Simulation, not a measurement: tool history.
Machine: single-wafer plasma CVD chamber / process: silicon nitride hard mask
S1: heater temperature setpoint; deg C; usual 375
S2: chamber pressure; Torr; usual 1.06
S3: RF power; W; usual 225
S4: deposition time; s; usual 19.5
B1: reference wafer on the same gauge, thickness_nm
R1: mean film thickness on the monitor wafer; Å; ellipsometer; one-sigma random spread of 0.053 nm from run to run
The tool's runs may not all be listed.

{"run": 1, "hour": 0.0, "S1": 365, "S2": 1.06, "S3": 225, "S4": 19.5, "B1": 17.184, "R1": 144.83}
{"run": 2, "hour": 24.5, "S1": 375, "S2": 1.06, "S3": 225, "S4": 19.5, "B1": 17.201, "R1": 144.28}
{"run": 3, "hour": 53.9, "S1": 375, "S2": 1.06, "S3": 225, "S4": 19.5, "B1": 17.191, "R1": 143.73}
{"run": 4, "hour": 78.9, "S1": 375, "S2": 1.06, "S3": 225, "S4": 22.2, "B1": 17.178, "R1": 164.77}
{"run": 5, "hour": 97.0, "S1": 375, "S2": 1.06, "S3": 225, "S4": 22.2, "B1": 17.203, "R1": 164.79}
{"run": 6, "hour": 122.2, "S1": 375, "S2": 1.06, "S3": 225, "S4": 19.5, "B1": 17.192, "R1": 144.31}
{"run": 7, "hour": 155.2, "S1": 375, "S2": 1.06, "S3": 225, "S4": 19.5, "B1": 17.193, "R1": 144.12}
{"run": 8, "hour": 178.8, "S1": 375, "S2": 1.06, "S3": 225, "S4": 19.5, "B1": 17.194, "R1": 145.12}
{"run": 9, "hour": 204.4, "S1": 375, "S2": 1.06, "S3": 255, "S4": 19.5, "B1": 17.206, "R1": 152.82}
{"run": 10, "hour": 228.3, "S1": 375, "S2": 1.06, "S3": 225, "S4": 19.5, "B1": 17.186, "R1": 145.48}
{"run": 11, "hour": 241.5, "S1": 375, "S2": 1.06, "S3": 225, "S4": 19.5, "B1": 17.21, "R1": 143.94}
{"run": 12, "hour": 268.5, "S1": 375, "S2": 1.17, "S3": 225, "S4": 19.5, "B1": 17.196, "R1": 146.92}
{"hour": 312.4, "done": "showerhead replaced"}
{"hour": 322.5, "done": "capacitance manometer re-zeroed and calibrated"}
{"run": 13, "hour": 373.1, "S1": 375, "S2": 1.06, "S3": 225, "S4": 19.5, "B1": 17.189, "R1": 144.19}
{"run": 14, "hour": 450.1, "S1": 375, "S2": 1.06, "S3": 225, "S4": 19.5, "B1": 17.205, "R1": 144.92}
{"hour": 454.9, "done": "gauge calibrated"}
{"run": 15, "hour": 485.1, "S1": 375, "S2": 1.06, "S3": 225, "S4": 19.5, "B1": 17.212, "R1": 144.35}
{"run": 16, "hour": 507.1, "S1": 367, "S2": 1.06, "S3": 225, "S4": 19.5, "B1": 17.195, "R1": 143.94}
{"run": 17, "hour": 540.8, "S1": 384, "S2": 1.15, "S3": 235, "S4": 16.7, "B1": 17.168, "R1": 127.51}
{"hour": 559.3, "done": "RF generator calibrated"}
{"run": 18, "hour": 574.6, "S1": 375, "S2": 1.06, "S3": 195, "S4": 17, "B1": 17.208, "R1": 122}
{"hour": 598.3, "done": "thermocouple changed; heater temperature recalibrated"}
{"run": 19, "hour": 601.7, "S1": 375, "S2": 1.06, "S3": 210, "S4": 19.5, "B1": 17.183, "R1": 144.62}
{"run": 20, "hour": 618.2, "S1": 375, "S2": 1.2, "S3": 225, "S4": 22, "B1": 17.191, "R1": 171.59}
{"run": 21, "hour": 642.5, "S1": 388, "S2": 1.06, "S3": 225, "S4": 19.5, "B1": 17.211, "R1": 149.55}
{"run": 22, "hour": 671.9, "S1": 375, "S2": 1.06, "S3": 225, "S4": 19.5, "B1": 17.202, "R1": 149.5}
{"run": 23, "hour": 700.8, "S1": 384, "S2": 1.32, "S3": 185, "S4": 18, "B1": 17.205, "R1": 130.66}
{"run": 24, "hour": 721.3, "S1": 375, "S2": 1.06, "S3": 225, "S4": 17.4, "B1": 17.211, "R1": 132.1}
{"run": 25, "hour": 749.7, "S1": 375, "S2": 1.06, "S3": 245, "S4": 19.5, "B1": 17.206, "R1": 154.6}
{"run": 26, "hour": 774.6, "S1": 375, "S2": 1.06, "S3": 225, "S4": 17.5, "B1": 17.203, "R1": 132.28}
{"run": 27, "hour": 805.5, "S1": 375, "S2": 1.06, "S3": 225, "S4": 19.5, "B1": 17.218, "R1": 148.26}

3 options for the next run, each taken on its own from the tool as it stands now. Forecast them:
{"run": "A", "hour": 805.9, "S1": 375, "S2": 1.06, "S3": 250, "S4": 19.5, "B1": "?", "R1": "?"}
{"run": "B", "hour": 805.9, "S1": 375, "S2": 1.06, "S3": 240, "S4": 19.5, "B1": "?", "R1": "?"}
{"run": "C", "hour": 805.9, "S1": 375, "S2": 1.06, "S3": 185, "S4": 19.5, "B1": "?", "R1": "?"}

run=A B1=17.2 R1=155.27
run=B B1=17.2 R1=152.33
run=C B1=17.2 R1=135.21
Without the tool's unlogged condition, the same runs would have read:
run=A R1=158.02
run=B R1=155.09
run=C R1=137.74
